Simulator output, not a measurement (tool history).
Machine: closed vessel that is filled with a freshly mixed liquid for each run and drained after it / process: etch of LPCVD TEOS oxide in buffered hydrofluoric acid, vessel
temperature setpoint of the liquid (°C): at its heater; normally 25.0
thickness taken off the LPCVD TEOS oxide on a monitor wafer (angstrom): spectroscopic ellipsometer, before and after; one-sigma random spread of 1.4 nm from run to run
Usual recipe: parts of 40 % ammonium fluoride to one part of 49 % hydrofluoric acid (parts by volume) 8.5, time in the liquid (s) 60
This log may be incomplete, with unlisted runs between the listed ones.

| run | hour | temperature setpoint of the liquid (°C) | parts of 40 % ammonium fluoride to one part of 49 % hydrofluoric acid (parts by volume) | time in the liquid (s) | read-back film thickness of the LPCVD TEOS oxide reference wafer, read on the same gauge (nm) | thickness taken off the LPCVD TEOS oxide on a monitor wafer (angstrom) |
|---|---|---|---|---|---|---|
| 1 | 0.0 | 25.0 | 8.5 | 60 | 70.01 | 2001.0 |
| 2 | 29.6 | 21.0 | 10.0 | 60 | 69.99 | 1386.4 |
| 3 | 55.1 | 21.0 | 10.0 | 60 | 70.00 | 1387.1 |
| 4 | 70.2 | 21.0 | 10.0 | 60 | 69.99 | 1387.9 |
| 5 | 86.9 | 25.0 | 6.5 | 60 | 69.97 | 2616.9 |
| 6 | 101.9 | 25.0 | 6.5 | 60 | 69.99 | 2637.7 |
| 7 | 133.9 | 25.0 | 6.5 | 60 | 69.99 | 2616.1 |
| 8 | 152.0 | 25.0 | 8.5 | 60 | 69.99 | 2023.8 |
| 9 | 225.9 | 25.0 | 8.5 | 60 | 69.98 | 1990.6 |
| 10 | 255.4 | 28.5 | 7.5 | 60 | 70.01 | 2761.2 |
| 11 | 288.9 | 28.5 | 7.5 | 60 | 70.03 | 2775.0 |
|  | 305.4 | thermometer replaced |
| 12 | 322.5 | 25.0 | 8.5 | 60 | 70.01 | 2120.0 |
| 13 | 334.9 | 25.0 | 8.5 | 85 | 69.99 | 3050.6 |
| 14 | 355.7 | 21.5 | 5.5 | 35 | 69.99 | 1545.9 |
| 15 | 371.7 | 26.5 | 8.5 | 60 | 70.01 | 2292.7 |
|  | 460.8 | gauge calibrated |
|  | 477.4 | hydrofluoric acid flow meter replaced |
| 16 | 478.9 | 22.0 | 7.0 | 40 | 70.02 | 1434.0 |
| 17 | 504.6 | 25.0 | 8.5 | 60 | 70.02 | 2061.9 |
| 18 | 531.6 | 25.0 | 8.5 | 60 | 70.00 | 2067.8 |
| 19 | 547.9 | 29.5 | 8.5 | 90 | 69.98 | 3939.6 |
| 20 | 573.7 | 22.0 | 8.5 | 60 | 70.01 | 1750.9 |
| 21 | 607.7 | 25.0 | 8.5 | 80 | 69.97 | 2759.4 |
| 22 | 632.8 | 25.0 | 8.5 | 60 | 70.01 | 2079.5 |
| 23 | 709.3 | 29.5 | 8.5 | 90 | 69.99 | 3913.9 |
| 24 | 732.6 | 25.0 | 5.0 | 30 | 69.98 | 1693.4 |
| 25 | 758.5 | 25.0 | 7.0 | 35 | 70.04 | 1482.7 |
| 26 | 828.3 | 25.0 | 10.0 | 60 | 70.02 | 1799.4 |
| 27 | 841.4 | 21.0 | 8.5 | 45 | 69.99 | 1240.8 |

Here are 3 independent what-if runs from the current tool condition. What would each one return?
| A | 842.1 | 25.0 | 8.5 | 60 | ? | ? |
| B | 842.1 | 25.0 | 8.5 | 50 | ? | ? |
| C | 842.1 | 25.0 | 11.0 | 35 | ? | ? |

| run | read-back film thickness of the LPCVD TEOS oxide reference wafer, read on the same gauge (nm) | thickness taken off the LPCVD TEOS oxide on a monitor wafer (angstrom) |
|---|---|---|
| A | 69.99 | 2037.6 |
| B | 69.99 | 1698.0 |
| C | 69.99 | 951.1 |
Without the tool's hidden state the same runs would have given:
| run | thickness taken off the LPCVD TEOS oxide on a monitor wafer (angstrom) |
|---|---|
| A | 2059.5 |
| B | 1716.2 |
| C | 963.1 |

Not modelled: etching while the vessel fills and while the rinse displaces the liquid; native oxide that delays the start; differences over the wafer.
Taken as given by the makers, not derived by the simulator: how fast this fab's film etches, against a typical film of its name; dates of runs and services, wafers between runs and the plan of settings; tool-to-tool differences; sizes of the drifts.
